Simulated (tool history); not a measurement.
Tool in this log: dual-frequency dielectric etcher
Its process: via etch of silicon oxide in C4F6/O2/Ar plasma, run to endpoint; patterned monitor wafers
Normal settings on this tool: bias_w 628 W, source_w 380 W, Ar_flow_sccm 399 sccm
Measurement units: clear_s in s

run   hour  bias_w  source_w  Ar_flow_sccm  wafers since the last listed run  hours since the last wet clean  hours since the last bias power generator calibration  hours since the last source power generator calibration  hours since the last Ar flow controller change  hours since the last upper electrode change  incoming incoming film thickness, nm  clear_s
  1    0.0     692       380           399                                 0                            27.2                                                 3583.4                                                     89.0                                             0.5                                       3988.6                                 201.5     39.3
  2    3.6     628       380           399                                36                            30.8                                                 3587.0                                                     92.6                                             4.1                                       3992.2                                 201.7     41.9
  3   17.3     628       380           399                               138                            44.5                                                 3600.7                                                    106.3                                            17.8                                       4005.9                                 201.5     41.5
  4   26.3     628       450           399                                91                            53.5                                                 3609.7                                                    115.3                                            26.8                                       4014.9                                 202.6     40.2
  5   39.4     628       380           348                               132                            66.6                                                 3622.8                                                    128.4                                            39.9                                       4028.0                                 201.1     41.0
  6   52.3     628       380           399                               130                            79.5                                                 3635.7                                                    141.3                                            52.8                                       4040.9                                 203.7     41.8
  7   69.2     628       320           399                               171                            96.4                                                 3652.6                                                    158.2                                            69.7                                       4057.8                                 202.4     43.4
      83.2  -- bias power generator calibrated
  8   85.9     678       410           478                               128                           113.1                                                    2.7                                                    174.9                                            86.4                                       4074.5                                 202.3     39.8
     117.4  -- upper electrode replaced
  9  117.9     628       380           319                                80                           145.1                                                   34.7                                                    206.9                                           118.4                                          0.5                                 204.4     41.3
 10  118.3     761       410           351                                 4                           145.5                                                   35.1                                                    207.3                                           118.8                                          0.9                                 201.7     35.7
 11  133.5     628       380           399                               153                           160.7                                                   50.3                                                    222.5                                           134.0                                         16.1                                 202.7     41.2
 12  149.4     589       350           321                               160                           176.6                                                   66.2                                                    238.4                                           149.9                                         32.0                                 201.7     43.2
 13  164.3     738       430           399                               150                           191.5                                                   81.1                                                    253.3                                           164.8                                         46.9                                 199.4     36.0
 14  176.7     628       470           399                               125                           203.9                                                   93.5                                                    265.7                                           177.2                                         59.3                                 202.1     39.6
 15  193.7     734       460           353                               172                           220.9                                                  110.5                                                    282.7                                           194.2                                         76.3                                 202.9     35.6
 16  209.6     708       310           399                               160                           236.8                                                  126.4                                                    298.6                                           210.1                                         92.2                                 202.9     40.2
 17  226.9     628       380           399                               175                           254.1                                                  143.7                                                    315.9                                           227.4                                        109.5                                 202.5     41.9
 18  235.6     687       380           465                                88                           262.8                                                  152.4                                                    324.6                                           236.1                                        118.2                                 201.3     39.5
 19  248.2     491       380           399                               127                           275.4                                                  165.0                                                    337.2                                           248.7                                        130.8                                 202.9     48.9
 20  256.6     628       380           399                                85                           283.8                                                  173.4                                                    345.6                                           257.1                                        139.2                                 203.0     41.6
 21  270.8     506       380           399                               143                           298.0                                                  187.6                                                    359.8                                           271.3                                        153.4                                 201.0     47.4
 22  300.4     670       380           487                               299                           327.6                                                  217.2                                                    389.4                                           300.9                                        183.0                                 202.9     40.1
 23  315.7     628       440           399                               154                           342.9                                                  232.5                                                    404.7                                           316.2                                        198.3                                 201.8     39.6
 24  333.6     628       380           399                               181                           360.8                                                  250.4                                                    422.6                                           334.1                                        216.2                                 202.7     41.2
 25  344.9     756       350           484                               114                           372.1                                                  261.7                                                    433.9                                           345.4                                        227.5                                 202.8     38.2
 26  353.9     727       340           320                                91                           381.1                                                  270.7                                                    442.9                                           354.4                                        236.5                                 202.8     37.7
 27  368.6     676       380           399                               148                           395.8                                                  285.4                                                    457.6                                           369.1                                        251.2                                 202.9     39.2
 28  382.4     628       380           444                               139                           409.6                                                  299.2                                                    471.4                                           382.9                                        265.0                                 202.2     41.3

Alternative continuations, all from the tool just after run 28; predict every row:
  A  382.8     519       380           399                                 4                           410.0                                                  299.6                                                    471.8                                           383.3                                        265.4                                 202.3        ?
  B  382.8     687       380           399                                 4                           410.0                                                  299.6                                                    471.8                                           383.3                                        265.4                                 202.3        ?
  C  382.8     584       480           352                                 4                           410.0                                                  299.6                                                    471.8                                           383.3                                        265.4                                 202.3        ?
  D  382.8     682       290           446                                 4                           410.0                                                  299.6                                                    471.8                                           383.3                                        265.4                                 202.3        ?
  E  382.8     628       470           486                                 4                           410.0                                                  299.6                                                    471.8                                           383.3                                        265.4                                 202.3        ?

run  clear_s
  A     46.3
  B     38.7
  C     40.1
  D     41.5
  E     39.7
Without the tool's unlogged condition, the same runs would have read:
run  clear_s
  A     47.2
  B     39.6
  C     41.0
  D     42.4
  E     40.6
